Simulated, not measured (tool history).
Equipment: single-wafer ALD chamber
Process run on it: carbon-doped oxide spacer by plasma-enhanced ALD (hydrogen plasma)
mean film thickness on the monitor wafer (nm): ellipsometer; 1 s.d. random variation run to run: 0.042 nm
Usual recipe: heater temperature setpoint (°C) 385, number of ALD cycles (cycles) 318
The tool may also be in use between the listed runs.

run     day  heater temperature setpoint (°C)  number of ALD cycles (cycles)  wafers since the last listed run  hours since the last thermocouple change  hours since the gauge calibration  read-back reference wafer on the same gauge, thickness_nm  mean film thickness on the monitor wafer (nm)
  1   0.000                               385                            301                                 0                                    2049.1                              122.9                                                     17.704                                         15.740
  2   0.592                               385                            318                                24                                    2063.3                              137.1                                                     17.704                                         16.630
  3   1.188                               391                            318                                24                                    2077.6                              151.4                                                     17.697                                         16.658
  4   3.242                               391                            318                                84                                    2126.9                              200.7                                                     17.713                                         16.607
  5   4.225                               391                            318                                40                                    2150.5                              224.3                                                     17.708                                         16.613
  6   5.192                               385                            318                                39                                    2173.7                              247.5                                                     17.699                                         16.645
  7   6.579                               385                            318                                56                                    2207.0                              280.8                                                     17.699                                         16.654
  8   7.167                               385                            318                                24                                    2221.1                              294.9                                                     17.697                                         16.667
  9   7.671                               385                            318                                20                                    2233.2                              307.0                                                     17.701                                         16.713
      8.050  -- thermocouple changed; heater temperature recalibrated
 10   8.438                               393                            318                                17                                       9.3                              325.4                                                     17.689                                         16.628
      8.925  -- gauge calibrated
 11   8.946                               393                            318                                20                                      21.5                                0.5                                                     17.706                                         16.642
 12   9.912                               385                            318                                39                                      44.7                               23.7                                                     17.714                                         16.698
 13  10.638                               381                            318                                29                                      62.1                               41.1                                                     17.696                                         16.748
 14  11.871                               400                            337                                50                                      91.7                               70.7                                                     17.701                                         17.705
 15  12.729                               372                            359                                35                                     112.3                               91.3                                                     17.691                                         18.785

Run 16 has not been measured yet. What should we expect?
 16  13.975                               385                            360                                51                                     142.2                              121.2                                                          ?                                              ?

read-back reference wafer on the same gauge, thickness_nm: 17.704
mean film thickness on the monitor wafer (nm): 18.947
With no hidden state in the tool, this same run would have given mean film thickness on the monitor wafer (nm) 18.947.
